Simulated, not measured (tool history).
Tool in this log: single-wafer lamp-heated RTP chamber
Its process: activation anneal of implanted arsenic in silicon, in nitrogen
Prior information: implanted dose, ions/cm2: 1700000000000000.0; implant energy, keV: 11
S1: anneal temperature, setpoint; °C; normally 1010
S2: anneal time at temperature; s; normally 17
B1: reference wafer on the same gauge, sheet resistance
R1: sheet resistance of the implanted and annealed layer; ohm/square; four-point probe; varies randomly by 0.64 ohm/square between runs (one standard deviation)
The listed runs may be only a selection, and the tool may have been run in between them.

run 1 hour=0.0 | S1=993 S2=9 | B1=144.91 | R1=153.39
run 2 hour=86.2 | S1=993 S2=9 | B1=145.03 | R1=150.86
run 3 hour=184.6 | S1=994 S2=22 | B1=145.01 | R1=125.52
-- hour=255.3 pyrometer window cleaned and pyrometer calibrated
run 4 hour=264.2 | S1=994 S2=22 | B1=145.04 | R1=124.90
run 5 hour=344.2 | S1=1010 S2=17 | B1=144.82 | R1=119.53
run 6 hour=401.4 | S1=1010 S2=17 | B1=145.01 | R1=119.21
run 7 hour=469.8 | S1=1030 S2=17 | B1=145.03 | R1=104.79
-- hour=559.3 reflector plate cleaned
run 8 hour=563.7 | S1=1030 S2=17 | B1=144.90 | R1=109.08
-- hour=634.6 pyrometer window cleaned and pyrometer calibrated
run 9 hour=655.3 | S1=1030 S2=17 | B1=144.97 | R1=107.72
run 10 hour=710.4 | S1=1010 S2=17 | B1=145.00 | R1=120.79
-- hour=754.2 gauge calibrated
run 11 hour=772.9 | S1=1010 S2=17 | B1=145.19 | R1=121.04
run 12 hour=851.0 | S1=1010 S2=17 | B1=145.05 | R1=120.02
run 13 hour=900.4 | S1=1010 S2=17 | B1=145.05 | R1=118.89
run 14 hour=956.2 | S1=1010 S2=17 | B1=145.01 | R1=117.81
-- hour=1023.6 reflector plate cleaned
run 15 hour=1024.1 | S1=988 S2=17 | B1=144.95 | R1=142.62
-- hour=1050.7 pyrometer window cleaned and pyrometer calibrated
run 16 hour=1070.6 | S1=1010 S2=17 | B1=144.79 | R1=121.66
run 17 hour=1128.3 | S1=1039 S2=26 | B1=145.06 | R1=92.44

Run 18 is up next; what results do you expect?
run 18 hour=1170.3 | S1=1040 S2=17 | B1=? | R1=?

{"run 18": {"B1": 144.94, "R1": 99.42}}
With the hidden condition absent and the run-to-run variation left alone, this run would have shown R1 102.97 ohm/square.
